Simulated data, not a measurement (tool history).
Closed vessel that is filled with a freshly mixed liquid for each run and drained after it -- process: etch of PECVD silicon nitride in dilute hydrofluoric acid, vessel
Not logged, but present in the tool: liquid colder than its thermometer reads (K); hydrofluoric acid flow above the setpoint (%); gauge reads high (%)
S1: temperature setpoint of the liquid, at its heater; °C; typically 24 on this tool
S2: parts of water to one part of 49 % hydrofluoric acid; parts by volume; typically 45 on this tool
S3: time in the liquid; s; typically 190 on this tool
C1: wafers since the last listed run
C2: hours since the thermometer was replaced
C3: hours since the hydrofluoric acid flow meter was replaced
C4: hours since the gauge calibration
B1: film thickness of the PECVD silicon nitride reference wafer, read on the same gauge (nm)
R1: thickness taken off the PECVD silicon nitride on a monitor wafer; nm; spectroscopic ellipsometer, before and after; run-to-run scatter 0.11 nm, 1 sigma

Run 1, hour 0: usual settings; C1 0; C2 419.3; C3 1711.2; C4 1540.2; B1 120. Result: R1 21.17 nm.
Run 2, hour 95.6: usual settings; C1 7263; C2 514.9; C3 1806.8; C4 1635.8; B1 120. Result: R1 21.38 nm.
Run 3, hour 140.2: usual settings; C1 3388; C2 559.5; C3 1851.4; C4 1680.4; B1 120.02. Result: R1 21.25 nm.
At hour 144.8: gauge calibrated.
Run 4, hour 222.8: usual settings; C1 6275; C2 642.1; C3 1934; C4 78; B1 119.99. Result: R1 21.11 nm.
Run 5, hour 295.2: usual settings but S1 21.5 °C; C1 5500; C2 714.5; C3 2006.4; C4 150.4; B1 120.01. Result: R1 17.61 nm.
At hour 330.5: thermometer replaced.
Run 6, hour 364.9: usual settings but S1 21.5 °C; C1 5219; C2 34.4; C3 2076.1; C4 220.1; B1 119.95. Result: R1 18.85 nm.
Run 7, hour 460.3: usual settings; C1 7248; C2 129.8; C3 2171.5; C4 315.5; B1 120. Result: R1 22.13 nm.
Run 8, hour 503.8: usual settings but S2 30 parts by volume; C1 3304; C2 173.3; C3 2215; C4 359; B1 120.01. Result: R1 32.66 nm.
Run 9, hour 591.9: usual settings but S2 30 parts by volume; C1 6693; C2 261.4; C3 2303.1; C4 447.1; B1 119.99. Result: R1 32.35 nm.
Run 10, hour 662.8: usual settings; C1 5386; C2 332.3; C3 2374; C4 518; B1 120. Result: R1 21.56 nm.
Run 11, hour 745.8: usual settings; C1 6306; C2 415.3; C3 2457; C4 601; B1 120.02. Result: R1 21.66 nm.
At hour 757.1: hydrofluoric acid flow meter replaced.
Run 12, hour 825.1: usual settings; C1 5948; C2 494.6; C3 68; C4 680.3; B1 120.04. Result: R1 20.91 nm.
Run 13, hour 929.7: usual settings but S1 26.5 °C, S2 30 parts by volume, S3 285 s; C1 7947; C2 599.2; C3 172.6; C4 784.9; B1 120.02. Result: R1 54.46 nm.
Run 14, hour 992: usual settings; C1 4733; C2 661.5; C3 234.9; C4 847.2; B1 120.02. Result: R1 20.45 nm.
Run 15, hour 1035.5: usual settings but S2 60 parts by volume; C1 3304; C2 705; C3 278.4; C4 890.7; B1 119.98. Result: R1 15.52 nm.
At hour 1093.5: thermometer replaced.
Run 16, hour 1126.4: usual settings but S1 26 °C, S2 60 parts by volume, S3 270 s; C1 6830; C2 32.9; C3 369.3; C4 981.6; B1 119.96. Result: R1 26.89 nm.
Run 17, hour 1180.3: usual settings but S2 60 parts by volume, S3 140 s; C1 4095; C2 86.8; C3 423.2; C4 1035.5; B1 120. Result: R1 12 nm.
Run 18, hour 1235.5: usual settings but S2 25 parts by volume, S3 100 s; C1 4193; C2 142; C3 478.4; C4 1090.7; B1 120.04. Result: R1 20.24 nm.
Run 19, hour 1275.6: usual settings; C1 3046; C2 182.1; C3 518.5; C4 1130.8; B1 120.01. Result: R1 21.64 nm.
Run 20, hour 1380.1: usual settings but S1 29 °C, S2 60 parts by volume, S3 85 s; C1 7939; C2 286.6; C3 623; C4 1235.3; B1 120.01. Result: R1 10.06 nm.
Run 21, hour 1419.7: usual settings but S1 22 °C; C1 3008; C2 326.2; C3 662.6; C4 1274.9; B1 120. Result: R1 18.65 nm.
Run 22, hour 1517.7: usual settings but S3 90 s; C1 7445; C2 424.2; C3 760.6; C4 1372.9; B1 119.99. Result: R1 10.03 nm.
Run 23, hour 1604.7: usual settings but S3 145 s; C1 6609; C2 511.2; C3 847.6; C4 1459.9; B1 119.98. Result: R1 16.2 nm.
Run 24, hour 1642: usual settings but S2 30 parts by volume, S3 255 s; C1 2833; C2 548.5; C3 884.9; C4 1497.2; B1 120.01. Result: R1 41.7 nm.
Run 25, hour 1749.7: usual settings but S1 28.5 °C, S2 60 parts by volume, S3 150 s; C1 8182; C2 656.2; C3 992.6; C4 1604.9; B1 119.99. Result: R1 16.74 nm.
Run 26, hour 1843.4: usual settings but S3 150 s; C1 7118; C2 749.9; C3 1086.3; C4 1698.6; B1 119.99. Result: R1 16.44 nm.
Run 27, hour 1919: usual settings; C1 5743; C2 825.5; C3 1161.9; C4 1774.2; B1 119.98. Result: R1 20.71 nm.
At hour 1981: gauge calibrated.
Run 28, hour 2005: usual settings but S1 19.5 °C; C1 6533; C2 911.5; C3 1247.9; C4 24; B1 120.01. Result: R1 14.96 nm.
At hour 2028.7: thermometer replaced.
Run 29, hour 2091.9: usual settings but S1 19 °C, S2 25 parts by volume, S3 300 s; C1 6526; C2 63.2; C3 1334.8; C4 110.9; B1 119.99. Result: R1 42.99 nm.
Run 30, hour 2143.5: usual settings but S1 20.5 °C, S2 55 parts by volume, S3 305 s; C1 3920; C2 114.8; C3 1386.4; C4 162.5; B1 120.03. Result: R1 22.72 nm.
Run 31, hour 2191: usual settings but S1 28 °C, S2 65 parts by volume, S3 285 s; C1 3608; C2 162.3; C3 1433.9; C4 210; B1 120. Result: R1 29.55 nm.

Hidden condition of the tool, last listed run before each entry between runs versus first listed run after:
From run 3 to run 4: gauge calibrated (hour 144.8)
  liquid colder than its thermometer reads (K): 0.737 -> 0.832; hydrofluoric acid flow above the setpoint (%): 2.36 -> 2.43
  what was measured, less what the result would be without the hidden state, R1: -0.58 -> -0.7 nm
From run 5 to run 6: thermometer replaced (hour 330.5)
  liquid colder than its thermometer reads (K): 0.916 -> 0.136; hydrofluoric acid flow above the setpoint (%): 2.5 -> 2.57
  what was measured, less what the result would be without the hidden state, R1: -0.72 -> +0.28 nm
From run 11 to run 12: hydrofluoric acid flow meter replaced (hour 757.1)
  liquid colder than its thermometer reads (K): 0.576 -> 0.668; hydrofluoric acid flow above the setpoint (%): 2.92 -> 0.343
  what was measured, less what the result would be without the hidden state, R1: -0.25 -> -0.9 nm
From run 15 to run 16: thermometer replaced (hour 1093.5)
  liquid colder than its thermometer reads (K): 0.911 -> 0.104; hydrofluoric acid flow above the setpoint (%): 0.54 -> 0.625
  what was measured, less what the result would be without the hidden state, R1: -0.9 -> -0.02 nm
From run 27 to run 28: gauge calibrated (hour 1981)
  liquid colder than its thermometer reads (K): 1.02 -> 1.12; hydrofluoric acid flow above the setpoint (%): 1.37 -> 1.45
  what was measured, less what the result would be without the hidden state, R1: -1.2 -> -1 nm
From run 28 to run 29: thermometer replaced (hour 2028.7)
  liquid colder than its thermometer reads (K): 1.12 -> 0.147; hydrofluoric acid flow above the setpoint (%): 1.45 -> 1.53
  what was measured, less what the result would be without the hidden state, R1: -1 -> +0.17 nm
